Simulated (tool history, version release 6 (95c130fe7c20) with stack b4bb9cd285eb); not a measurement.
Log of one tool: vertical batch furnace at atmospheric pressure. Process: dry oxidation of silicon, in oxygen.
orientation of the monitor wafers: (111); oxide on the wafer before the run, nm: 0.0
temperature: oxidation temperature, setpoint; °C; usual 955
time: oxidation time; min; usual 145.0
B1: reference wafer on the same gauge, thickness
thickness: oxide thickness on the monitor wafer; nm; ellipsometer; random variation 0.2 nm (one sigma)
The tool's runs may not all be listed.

{"run": 1, "hour": 0.0, "temperature": 955, "time": 145.0, "B1": 75.54, "thickness": 85.82}
{"run": 2, "hour": 22.7, "temperature": 955, "time": 145.0, "B1": 75.49, "thickness": 85.53}
{"run": 3, "hour": 35.9, "temperature": 955, "time": 145.0, "B1": 75.55, "thickness": 85.76}
{"run": 4, "hour": 51.3, "temperature": 955, "time": 145.0, "B1": 75.49, "thickness": 85.95}
{"run": 5, "hour": 65.0, "temperature": 965, "time": 145.0, "B1": 75.49, "thickness": 92.84}
{"run": 6, "hour": 85.9, "temperature": 955, "time": 117.0, "B1": 75.46, "thickness": 74.4}
{"run": 7, "hour": 99.4, "temperature": 955, "time": 145.0, "B1": 75.5, "thickness": 85.77}
{"run": 8, "hour": 124.1, "temperature": 955, "time": 145.0, "B1": 75.52, "thickness": 86.44}
{"run": 9, "hour": 144.4, "temperature": 955, "time": 145.0, "B1": 75.5, "thickness": 86.1}
{"run": 10, "hour": 168.1, "temperature": 955, "time": 145.0, "B1": 75.48, "thickness": 86.0}
{"run": 11, "hour": 188.7, "temperature": 955, "time": 145.0, "B1": 75.48, "thickness": 85.98}
{"run": 12, "hour": 210.3, "temperature": 955, "time": 145.0, "B1": 75.51, "thickness": 86.15}
{"run": 13, "hour": 228.7, "temperature": 955, "time": 145.0, "B1": 75.52, "thickness": 86.12}
{"run": 14, "hour": 239.8, "temperature": 955, "time": 145.0, "B1": 75.44, "thickness": 85.74}
{"run": 15, "hour": 252.8, "temperature": 938, "time": 126.5, "B1": 75.43, "thickness": 68.65}
{"hour": 280.8, "done": "gauge calibrated"}
{"run": 16, "hour": 282.7, "temperature": 955, "time": 145.0, "B1": 75.48, "thickness": 86.01}
{"run": 17, "hour": 292.8, "temperature": 955, "time": 145.0, "B1": 75.47, "thickness": 86.02}
{"run": 18, "hour": 315.2, "temperature": 955, "time": 145.0, "B1": 75.56, "thickness": 85.77}
{"run": 19, "hour": 332.5, "temperature": 955, "time": 145.0, "B1": 75.52, "thickness": 85.89}
{"run": 20, "hour": 361.6, "temperature": 955, "time": 110.0, "B1": 75.5, "thickness": 71.2}
{"run": 21, "hour": 372.8, "temperature": 942, "time": 214.5, "B1": 75.51, "thickness": 100.94}
{"run": 22, "hour": 389.9, "temperature": 964, "time": 188.0, "B1": 75.51, "thickness": 109.68}
{"run": 23, "hour": 413.8, "temperature": 937, "time": 104.0, "B1": 75.51, "thickness": 59.53}
{"run": 24, "hour": 470.4, "temperature": 955, "time": 145.0, "B1": 75.47, "thickness": 86.0}
{"run": 25, "hour": 488.7, "temperature": 937, "time": 104.0, "B1": 75.46, "thickness": 59.2}
{"run": 26, "hour": 576.3, "temperature": 955, "time": 145.0, "B1": 75.51, "thickness": 86.05}
{"run": 27, "hour": 605.7, "temperature": 946, "time": 168.5, "B1": 75.46, "thickness": 88.36}
{"hour": 634.4, "done": "thermocouples replaced and temperature profile calibrated"}
{"run": 28, "hour": 634.9, "temperature": 955, "time": 145.0, "B1": 75.43, "thickness": 85.99}
{"run": 29, "hour": 684.2, "temperature": 937, "time": 190.0, "B1": 75.55, "thickness": 89.82}
{"run": 30, "hour": 698.6, "temperature": 955, "time": 78.0, "B1": 75.53, "thickness": 56.51}
{"hour": 726.1, "done": "boat lift adjusted"}
{"run": 31, "hour": 726.6, "temperature": 969, "time": 182.5, "B1": 75.46, "thickness": 111.09}
{"run": 32, "hour": 733.6, "temperature": 937, "time": 104.0, "B1": 75.5, "thickness": 59.24}
{"run": 33, "hour": 753.0, "temperature": 955, "time": 145.0, "B1": 75.5, "thickness": 85.94}
{"run": 34, "hour": 778.5, "temperature": 955, "time": 145.0, "B1": 75.51, "thickness": 85.89}
{"run": 35, "hour": 805.2, "temperature": 975, "time": 145.0, "B1": 75.43, "thickness": 99.84}
{"run": 36, "hour": 831.8, "temperature": 949, "time": 145.0, "B1": 75.51, "thickness": 82.04}
{"run": 37, "hour": 885.4, "temperature": 940, "time": 120.5, "B1": 75.53, "thickness": 67.32}
{"run": 38, "hour": 906.5, "temperature": 976, "time": 204.0, "B1": 75.45, "thickness": 125.66}
{"run": 39, "hour": 930.9, "temperature": 936, "time": 145.0, "B1": 75.48, "thickness": 73.91}
{"run": 40, "hour": 952.0, "temperature": 940, "time": 120.5, "B1": 75.47, "thickness": 67.52}

Forecast each of these 3 alternatives for the next run:
{"run": "A", "hour": 959.2, "temperature": 955, "time": 88.5, "B1": "?", "thickness": "?"}
{"run": "B", "hour": 959.2, "temperature": 955, "time": 98.0, "B1": "?", "thickness": "?"}
{"run": "C", "hour": 959.2, "temperature": 970, "time": 200.0, "B1": "?", "thickness": "?"}

run=A B1=75.44 thickness=61.52
run=B B1=75.44 thickness=65.95
run=C B1=75.44 thickness=118.55
Without the tool's hidden state the same runs would have given:
run=A thickness=61.52
run=B thickness=65.95
run=C thickness=118.55
